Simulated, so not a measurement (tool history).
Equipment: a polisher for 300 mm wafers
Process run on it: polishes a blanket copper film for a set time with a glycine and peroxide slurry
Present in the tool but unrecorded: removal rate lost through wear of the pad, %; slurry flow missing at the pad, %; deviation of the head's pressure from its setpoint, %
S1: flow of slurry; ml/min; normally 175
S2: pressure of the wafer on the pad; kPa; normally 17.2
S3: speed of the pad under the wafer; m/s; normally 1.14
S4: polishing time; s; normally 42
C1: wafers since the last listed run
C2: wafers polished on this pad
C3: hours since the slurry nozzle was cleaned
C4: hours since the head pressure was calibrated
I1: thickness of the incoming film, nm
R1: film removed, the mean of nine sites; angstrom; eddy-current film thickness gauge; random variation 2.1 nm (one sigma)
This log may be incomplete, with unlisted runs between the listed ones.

{"run": 1, "hour": 0.0, "S1": 175, "S2": 17.2, "S3": 1.28, "S4": 42, "C1": 0, "C2": 1379, "C3": 261.6, "C4": 679.0, "I1": 1993.4, "R1": 2090}
{"run": 2, "hour": 47.4, "S1": 175, "S2": 14.5, "S3": 1.14, "S4": 42, "C1": 273, "C2": 1652, "C3": 309.0, "C4": 726.4, "I1": 2006.3, "R1": 1764}
{"run": 3, "hour": 137.8, "S1": 175, "S2": 17.2, "S3": 1.44, "S4": 42, "C1": 521, "C2": 2173, "C3": 399.4, "C4": 816.8, "I1": 2023.0, "R1": 2226}
{"hour": 182.0, "done": "worn pad replaced by a new one"}
{"run": 4, "hour": 208.7, "S1": 175, "S2": 17.2, "S3": 1.44, "S4": 42, "C1": 385, "C2": 154, "C3": 470.3, "C4": 887.7, "I1": 2004.8, "R1": 2224}
{"hour": 226.9, "done": "head pressure recalibrated"}
{"run": 5, "hour": 305.0, "S1": 175, "S2": 17.2, "S3": 1.14, "S4": 42, "C1": 543, "C2": 697, "C3": 566.6, "C4": 78.1, "I1": 2035.7, "R1": 1865}
{"hour": 382.2, "done": "slurry nozzle cleaned"}
{"run": 6, "hour": 385.2, "S1": 175, "S2": 17.2, "S3": 1.14, "S4": 42, "C1": 456, "C2": 1154, "C3": 3.0, "C4": 158.3, "I1": 2036.9, "R1": 1994}
{"run": 7, "hour": 482.4, "S1": 175, "S2": 17.2, "S3": 1.14, "S4": 42, "C1": 560, "C2": 1715, "C3": 100.2, "C4": 255.5, "I1": 2025.5, "R1": 1983}
{"run": 8, "hour": 580.9, "S1": 175, "S2": 17.2, "S3": 1.14, "S4": 42, "C1": 568, "C2": 2283, "C3": 198.7, "C4": 354.0, "I1": 2027.6, "R1": 1964}
{"hour": 633.2, "done": "worn pad replaced by a new one"}
{"run": 9, "hour": 649.6, "S1": 175, "S2": 17.2, "S3": 1.14, "S4": 42, "C1": 373, "C2": 94, "C3": 267.4, "C4": 422.7, "I1": 2036.1, "R1": 1919}
{"run": 10, "hour": 763.9, "S1": 175, "S2": 17.2, "S3": 1.14, "S4": 42, "C1": 659, "C2": 753, "C3": 381.7, "C4": 537.0, "I1": 2031.0, "R1": 1886}
{"run": 11, "hour": 854.9, "S1": 175, "S2": 17.2, "S3": 1.14, "S4": 42, "C1": 524, "C2": 1278, "C3": 472.7, "C4": 628.0, "I1": 2023.2, "R1": 1886}
{"run": 12, "hour": 929.9, "S1": 175, "S2": 17.2, "S3": 1.14, "S4": 54, "C1": 432, "C2": 1711, "C3": 547.7, "C4": 703.0, "I1": 2064.1, "R1": 2428}
{"run": 13, "hour": 966.4, "S1": 175, "S2": 17.2, "S3": 1.14, "S4": 54, "C1": 210, "C2": 1921, "C3": 584.2, "C4": 739.5, "I1": 2011.1, "R1": 2359}
{"hour": 1000.9, "done": "slurry nozzle cleaned"}
{"run": 14, "hour": 1060.5, "S1": 175, "S2": 17.2, "S3": 1.14, "S4": 54, "C1": 536, "C2": 2458, "C3": 59.6, "C4": 833.6, "I1": 2014.2, "R1": 2591}
{"hour": 1081.2, "done": "worn pad replaced by a new one"}
{"run": 15, "hour": 1161.7, "S1": 175, "S2": 17.2, "S3": 1.14, "S4": 54, "C1": 560, "C2": 464, "C3": 160.8, "C4": 934.8, "I1": 2036.9, "R1": 2448}
{"run": 16, "hour": 1229.1, "S1": 125, "S2": 17.2, "S3": 0.74, "S4": 42, "C1": 388, "C2": 853, "C3": 228.2, "C4": 1002.2, "I1": 2022.7, "R1": 1379}
{"run": 17, "hour": 1292.1, "S1": 175, "S2": 22.1, "S3": 1.4, "S4": 49, "C1": 363, "C2": 1216, "C3": 291.2, "C4": 1065.2, "I1": 2052.9, "R1": 2900}
{"hour": 1312.5, "done": "head pressure recalibrated"}
{"run": 18, "hour": 1362.7, "S1": 175, "S2": 22.1, "S3": 1.4, "S4": 49, "C1": 395, "C2": 1612, "C3": 361.8, "C4": 50.2, "I1": 2062.3, "R1": 2891}
{"hour": 1520.7, "done": "worn pad replaced by a new one"}
{"run": 19, "hour": 1604.3, "S1": 175, "S2": 17.2, "S3": 1.14, "S4": 42, "C1": 1370, "C2": 481, "C3": 603.4, "C4": 291.8, "I1": 2029.4, "R1": 1819}
{"hour": 1629.4, "done": "slurry nozzle cleaned"}
{"run": 20, "hour": 1703.3, "S1": 130, "S2": 19.3, "S3": 1.46, "S4": 53, "C1": 565, "C2": 1047, "C3": 73.9, "C4": 390.8, "I1": 2051.4, "R1": 2912}
{"run": 21, "hour": 1803.8, "S1": 150, "S2": 11.7, "S3": 1.46, "S4": 31, "C1": 579, "C2": 1626, "C3": 174.4, "C4": 491.3, "I1": 2071.4, "R1": 1392}
{"run": 22, "hour": 1865.1, "S1": 205, "S2": 23.4, "S3": 1.14, "S4": 42, "C1": 353, "C2": 1980, "C3": 235.7, "C4": 552.6, "I1": 2048.8, "R1": 2348}
{"run": 23, "hour": 1909.2, "S1": 175, "S2": 18.6, "S3": 1.14, "S4": 34, "C1": 254, "C2": 2234, "C3": 279.8, "C4": 596.7, "I1": 2054.2, "R1": 1633}
{"hour": 1949.2, "done": "worn pad replaced by a new one"}
{"run": 24, "hour": 1974.5, "S1": 235, "S2": 20.0, "S3": 0.78, "S4": 49, "C1": 353, "C2": 145, "C3": 345.1, "C4": 662.0, "I1": 2023.0, "R1": 2040}
{"run": 25, "hour": 2030.5, "S1": 175, "S2": 17.2, "S3": 1.14, "S4": 42, "C1": 322, "C2": 468, "C3": 401.1, "C4": 718.0, "I1": 2073.7, "R1": 1907}
{"run": 26, "hour": 2094.1, "S1": 175, "S2": 17.2, "S3": 1.48, "S4": 34, "C1": 366, "C2": 835, "C3": 464.7, "C4": 781.6, "I1": 2022.0, "R1": 1821}
{"hour": 2209.1, "done": "head pressure recalibrated"}
{"run": 27, "hour": 2249.2, "S1": 175, "S2": 17.2, "S3": 1.14, "S4": 48, "C1": 882, "C2": 1718, "C3": 619.8, "C4": 40.1, "I1": 2053.0, "R1": 2113}
{"run": 28, "hour": 2347.5, "S1": 175, "S2": 17.2, "S3": 1.14, "S4": 42, "C1": 566, "C2": 2285, "C3": 718.1, "C4": 138.4, "I1": 1996.3, "R1": 1803}
{"run": 29, "hour": 2387.8, "S1": 145, "S2": 20.0, "S3": 1.38, "S4": 48, "C1": 232, "C2": 2517, "C3": 758.4, "C4": 178.7, "I1": 2020.7, "R1": 2434}

Here are 5 independent what-if runs from the current tool condition. What would each one return?
{"run": "A", "hour": 2388.2, "S1": 155, "S2": 17.2, "S3": 1.14, "S4": 42, "C1": 2, "C2": 2519, "C3": 758.8, "C4": 179.1, "I1": 2055.6, "R1": "?"}
{"run": "B", "hour": 2388.2, "S1": 125, "S2": 17.2, "S3": 0.9, "S4": 50, "C1": 2, "C2": 2519, "C3": 758.8, "C4": 179.1, "I1": 2055.6, "R1": "?"}
{"run": "C", "hour": 2388.2, "S1": 195, "S2": 19.3, "S3": 1.14, "S4": 52, "C1": 2, "C2": 2519, "C3": 758.8, "C4": 179.1, "I1": 2055.6, "R1": "?"}
{"run": "D", "hour": 2388.2, "S1": 205, "S2": 13.1, "S3": 1.14, "S4": 42, "C1": 2, "C2": 2519, "C3": 758.8, "C4": 179.1, "I1": 2055.6, "R1": "?"}
{"run": "E", "hour": 2388.2, "S1": 175, "S2": 17.2, "S3": 1.02, "S4": 42, "C1": 2, "C2": 2519, "C3": 758.8, "C4": 179.1, "I1": 2055.6, "R1": "?"}

run=A R1=1742
run=B R1=1667
run=C R1=2426
run=D R1=1647
run=E R1=1676
What these runs would have given with no unlogged condition in the tool:
run=A R1=1958
run=B R1=1923
run=C R1=2664
run=D R1=1801
run=E R1=1860
